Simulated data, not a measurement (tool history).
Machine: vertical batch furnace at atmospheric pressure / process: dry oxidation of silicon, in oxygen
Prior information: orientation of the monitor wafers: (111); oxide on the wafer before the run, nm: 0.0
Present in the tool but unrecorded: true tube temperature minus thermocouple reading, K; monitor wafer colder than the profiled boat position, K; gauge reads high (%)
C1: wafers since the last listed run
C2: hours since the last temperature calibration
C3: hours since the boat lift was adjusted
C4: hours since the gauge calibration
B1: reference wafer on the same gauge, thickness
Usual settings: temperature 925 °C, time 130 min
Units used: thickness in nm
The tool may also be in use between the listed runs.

run 1 hour=0 | temperature=925 time=99.5 | C1=0 C2=3777.9 C3=1801.2 C4=1566.8 | B1=69.62 | thickness=54.87
run 2 hour=27.3 | temperature=925 time=130 | C1=342 C2=3805.2 C3=1828.5 C4=1594.1 | B1=69.66 | thickness=65.92
run 3 hour=96.5 | temperature=925 time=130 | C1=868 C2=3874.4 C3=1897.7 C4=1663.3 | B1=69.61 | thickness=65.91
run 4 hour=156.7 | temperature=925 time=130 | C1=755 C2=3934.6 C3=1957.9 C4=1723.5 | B1=69.73 | thickness=66.13
run 5 hour=193.7 | temperature=925 time=130 | C1=464 C2=3971.6 C3=1994.9 C4=1760.5 | B1=69.74 | thickness=65.78
run 6 hour=218.2 | temperature=925 time=130 | C1=307 C2=3996.1 C3=2019.4 C4=1785 | B1=69.71 | thickness=66.34
run 7 hour=272 | temperature=925 time=130 | C1=674 C2=4049.9 C3=2073.2 C4=1838.8 | B1=69.68 | thickness=65.83
run 8 hour=304.8 | temperature=925 time=130 | C1=411 C2=4082.7 C3=2106 C4=1871.6 | B1=69.8 | thickness=66.22
run 9 hour=353.2 | temperature=925 time=130 | C1=607 C2=4131.1 C3=2154.4 C4=1920 | B1=69.81 | thickness=66.55
run 10 hour=411.7 | temperature=925 time=130 | C1=733 C2=4189.6 C3=2212.9 C4=1978.5 | B1=69.75 | thickness=66.35
-- hour=447.3 thermocouples replaced and temperature profile calibrated
run 11 hour=447.8 | temperature=925 time=130 | C1=151 C2=0.5 C3=2249 C4=2014.6 | B1=69.96 | thickness=65.86
run 12 hour=510.1 | temperature=925 time=130 | C1=781 C2=62.8 C3=2311.3 C4=2076.9 | B1=70.01 | thickness=65.96
run 13 hour=542.6 | temperature=925 time=130 | C1=407 C2=95.3 C3=2343.8 C4=2109.4 | B1=69.89 | thickness=66.61
run 14 hour=613.1 | temperature=914 time=130 | C1=884 C2=165.8 C3=2414.3 C4=2179.9 | B1=69.88 | thickness=60.25
run 15 hour=672.5 | temperature=925 time=130 | C1=745 C2=225.2 C3=2473.7 C4=2239.3 | B1=69.98 | thickness=66.2
run 16 hour=732.7 | temperature=925 time=156.5 | C1=755 C2=285.4 C3=2533.9 C4=2299.5 | B1=70 | thickness=75.78
run 17 hour=800.5 | temperature=911 time=77.5 | C1=850 C2=353.2 C3=2601.7 C4=2367.3 | B1=70.13 | thickness=40.15
run 18 hour=834.5 | temperature=932 time=75.5 | C1=426 C2=387.2 C3=2635.7 C4=2401.3 | B1=70.21 | thickness=48.62
run 19 hour=878.8 | temperature=925 time=186.5 | C1=555 C2=431.5 C3=2680 C4=2445.6 | B1=70.08 | thickness=85.65
run 20 hour=943.7 | temperature=916 time=182.5 | C1=814 C2=496.4 C3=2744.9 C4=2510.5 | B1=70.07 | thickness=75.97
run 21 hour=1014.9 | temperature=925 time=191 | C1=893 C2=567.6 C3=2816.1 C4=2581.7 | B1=70.21 | thickness=86.12
run 22 hour=1062.5 | temperature=916 time=169.5 | C1=597 C2=615.2 C3=2863.7 C4=2629.3 | B1=70.4 | thickness=73.23
-- hour=1099.1 boat lift adjusted
run 23 hour=1102.6 | temperature=925 time=184 | C1=201 C2=655.3 C3=3.5 C4=2669.4 | B1=70.13 | thickness=84.42
-- hour=1105.9 gauge calibrated
run 24 hour=1252.7 | temperature=934 time=76 | C1=1883 C2=805.4 C3=153.6 C4=146.8 | B1=66.2 | thickness=46.84
run 25 hour=1315.8 | temperature=925 time=130 | C1=791 C2=868.5 C3=216.7 C4=209.9 | B1=66.34 | thickness=62.5
run 26 hour=1349.1 | temperature=905 time=89.5 | C1=417 C2=901.8 C3=250 C4=243.2 | B1=66.57 | thickness=40.25
run 27 hour=1378.5 | temperature=925 time=103.5 | C1=368 C2=931.2 C3=279.4 C4=272.6 | B1=66.68 | thickness=53.45
run 28 hour=1425.6 | temperature=916 time=71 | C1=590 C2=978.3 C3=326.5 C4=319.7 | B1=66.82 | thickness=38.08
run 29 hour=1467.6 | temperature=925 time=130 | C1=526 C2=1020.3 C3=368.5 C4=361.7 | B1=66.92 | thickness=64.31
run 30 hour=1535.8 | temperature=925 time=130 | C1=855 C2=1088.5 C3=436.7 C4=429.9 | B1=67.26 | thickness=63.85
run 31 hour=1593 | temperature=906 time=77.5 | C1=717 C2=1145.7 C3=493.9 C4=487.1 | B1=67.34 | thickness=37
run 32 hour=1649.2 | temperature=936 time=96.5 | C1=705 C2=1201.9 C3=550.1 C4=543.3 | B1=67.57 | thickness=57.11
run 33 hour=1679.2 | temperature=925 time=130 | C1=376 C2=1231.9 C3=580.1 C4=573.3 | B1=67.47 | thickness=64.05
run 34 hour=1749.3 | temperature=944 time=72 | C1=879 C2=1302 C3=650.2 C4=643.4 | B1=67.82 | thickness=50.74
run 35 hour=1807.1 | temperature=925 time=130 | C1=725 C2=1359.8 C3=708 C4=701.2 | B1=67.87 | thickness=64.57
run 36 hour=1849.6 | temperature=917 time=69 | C1=533 C2=1402.3 C3=750.5 C4=743.7 | B1=68 | thickness=38.3
run 37 hour=1894.6 | temperature=925 time=130 | C1=564 C2=1447.3 C3=795.5 C4=788.7 | B1=68.33 | thickness=65.07
run 38 hour=2012.6 | temperature=925 time=130 | C1=1480 C2=1565.3 C3=913.5 C4=906.7 | B1=68.44 | thickness=64.79

5 options for the next run, each taken on its own from the tool as it stands now. Forecast them:
run A hour=2018.2 | temperature=949 time=130 | C1=70 C2=1570.9 C3=919.1 C4=912.3 | B1=? | thickness=?
run B hour=2018.2 | temperature=925 time=71 | C1=70 C2=1570.9 C3=919.1 C4=912.3 | B1=? | thickness=?
run C hour=2018.2 | temperature=939 time=153.5 | C1=70 C2=1570.9 C3=919.1 C4=912.3 | B1=? | thickness=?
run D hour=2018.2 | temperature=906 time=99.5 | C1=70 C2=1570.9 C3=919.1 C4=912.3 | B1=? | thickness=?
run E hour=2018.2 | temperature=939 time=90.5 | C1=70 C2=1570.9 C3=919.1 C4=912.3 | B1=? | thickness=?

run=A B1=68.45 thickness=79.78
run=B B1=68.45 thickness=42.76
run=C B1=68.45 thickness=82.41
run=D B1=68.45 thickness=44.8
run=E B1=68.45 thickness=57.32
Without the tool's hidden state the same runs would have given:
run=A thickness=76.91
run=B thickness=41.22
run=C thickness=79.44
run=D thickness=43.18
run=E thickness=55.26
